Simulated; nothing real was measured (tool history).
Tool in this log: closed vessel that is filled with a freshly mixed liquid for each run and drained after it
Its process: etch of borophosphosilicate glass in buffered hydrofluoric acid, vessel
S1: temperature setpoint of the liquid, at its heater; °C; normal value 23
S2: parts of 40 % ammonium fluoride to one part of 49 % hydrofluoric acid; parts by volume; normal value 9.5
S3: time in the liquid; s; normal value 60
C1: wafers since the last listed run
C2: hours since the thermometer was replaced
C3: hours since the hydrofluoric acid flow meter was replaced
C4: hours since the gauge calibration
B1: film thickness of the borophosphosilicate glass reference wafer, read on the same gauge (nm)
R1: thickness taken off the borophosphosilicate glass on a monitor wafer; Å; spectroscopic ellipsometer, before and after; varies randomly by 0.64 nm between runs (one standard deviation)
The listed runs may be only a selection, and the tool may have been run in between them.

| run | hour | S1 | S2 | S3 | C1 | C2 | C3 | C4 | B1 | R1 |
|---|---|---|---|---|---|---|---|---|---|---|
| 1 | 0 | 23 | 9.5 | 60 | 0 | 816.5 | 1615.7 | 1017.1 | 40.03 | 1771 |
| 2 | 76.7 | 23 | 9.5 | 60 | 9985 | 893.2 | 1692.4 | 1093.8 | 40.01 | 1782.7 |
| 3 | 150.5 | 23 | 9.5 | 60 | 9608 | 967 | 1766.2 | 1167.6 | 39.99 | 1788.6 |
| 4 | 239.4 | 23 | 9.5 | 60 | 11574 | 1055.9 | 1855.1 | 1256.5 | 40.02 | 1772.3 |
|  | 286.3 | thermometer replaced |
| 5 | 344.6 | 23 | 9.5 | 40 | 13565 | 58.3 | 1960.3 | 1361.7 | 40.01 | 1211.9 |
| 6 | 422.1 | 23 | 9.5 | 60 | 10089 | 135.8 | 2037.8 | 1439.2 | 40.03 | 1815.9 |
| 7 | 523.7 | 23 | 9.5 | 60 | 13227 | 237.4 | 2139.4 | 1540.8 | 40 | 1829.5 |
|  | 538.2 | hydrofluoric acid flow meter replaced |
| 8 | 565.6 | 23 | 9.5 | 60 | 5324 | 279.3 | 27.4 | 1582.7 | 40 | 1831.2 |
| 9 | 662.8 | 23 | 9.5 | 80 | 12654 | 376.5 | 124.6 | 1679.9 | 40.01 | 2427.1 |
|  | 688.1 | thermometer replaced, repeated, since the last time left the tool worse |
| 10 | 699.6 | 23 | 9.5 | 80 | 4660 | 11.5 | 161.4 | 1716.7 | 39.98 | 2318.2 |
|  | 765.8 | gauge calibrated |
| 11 | 788.6 | 21.5 | 9.5 | 45 | 11587 | 100.5 | 250.4 | 22.8 | 40.03 | 1208 |
| 12 | 875.1 | 21.5 | 9.5 | 45 | 11261 | 187 | 336.9 | 109.3 | 39.98 | 1214.2 |
| 13 | 920.4 | 23 | 9.5 | 60 | 5897 | 232.3 | 382.2 | 154.6 | 39.98 | 1760.7 |
| 14 | 991.8 | 21 | 12 | 85 | 9295 | 303.7 | 453.6 | 226 | 40.03 | 1801.4 |
| 15 | 1086.9 | 21.5 | 11 | 70 | 12381 | 398.8 | 548.7 | 321.1 | 39.98 | 1666.4 |
| 16 | 1130.5 | 23 | 9.5 | 60 | 5676 | 442.4 | 592.3 | 364.7 | 39.98 | 1765.5 |
| 17 | 1166.7 | 23 | 9.5 | 45 | 4712 | 478.6 | 628.5 | 400.9 | 40 | 1325.1 |
| 18 | 1261.1 | 23 | 9.5 | 60 | 12290 | 573 | 722.9 | 495.3 | 40.01 | 1765.7 |
| 19 | 1340.9 | 20.5 | 7.5 | 50 | 10389 | 652.8 | 802.7 | 575.1 | 40 | 1635.1 |
| 20 | 1407.5 | 25.5 | 7 | 60 | 8670 | 719.4 | 869.3 | 641.7 | 40.01 | 2743.5 |
| 21 | 1492.4 | 23 | 13 | 95 | 11053 | 804.3 | 954.2 | 726.6 | 40.01 | 2104.1 |
| 22 | 1544.6 | 23 | 13 | 30 | 6795 | 856.5 | 1006.4 | 778.8 | 39.99 | 664.6 |
|  | 1643.9 | thermometer replaced |
| 23 | 1679.2 | 18 | 6 | 35 | 17393 | 35.3 | 1141 | 913.4 | 39.99 | 1201 |
| 24 | 1736.4 | 26 | 6.5 | 80 | 7446 | 92.5 | 1198.2 | 970.6 | 39.96 | 3994.1 |

Below, some changes in R1 between adjacent runs. For each, the amount present without the hidden state too (settings, incoming material, random variation) and the amount remaining for the hidden state with gauge scatter not shared by both compared results:
Hidden state present: liquid hotter than its thermometer reads (K); hydrofluoric acid flow below the setpoint (%); gauge reads high (%).
Run 8 -> 9: S3 60 -> 80. R1 +595.9 Å: hidden state +31.7, all else +564.2.
Run 9 -> 10: thermometer replaced, repeated, since the last time left the tool worse. R1 -108.9 Å: hidden state -112.7, all else +3.8.
Run 21 -> 22: S3 95 -> 30. R1 -1439.5 Å: hidden state -25.5, all else -1414.
Run 23 -> 24: S1 18 -> 26, S2 6 -> 6.5, S3 35 -> 80. R1 +2793.1 Å: hidden state +13.5, all else +2779.6.

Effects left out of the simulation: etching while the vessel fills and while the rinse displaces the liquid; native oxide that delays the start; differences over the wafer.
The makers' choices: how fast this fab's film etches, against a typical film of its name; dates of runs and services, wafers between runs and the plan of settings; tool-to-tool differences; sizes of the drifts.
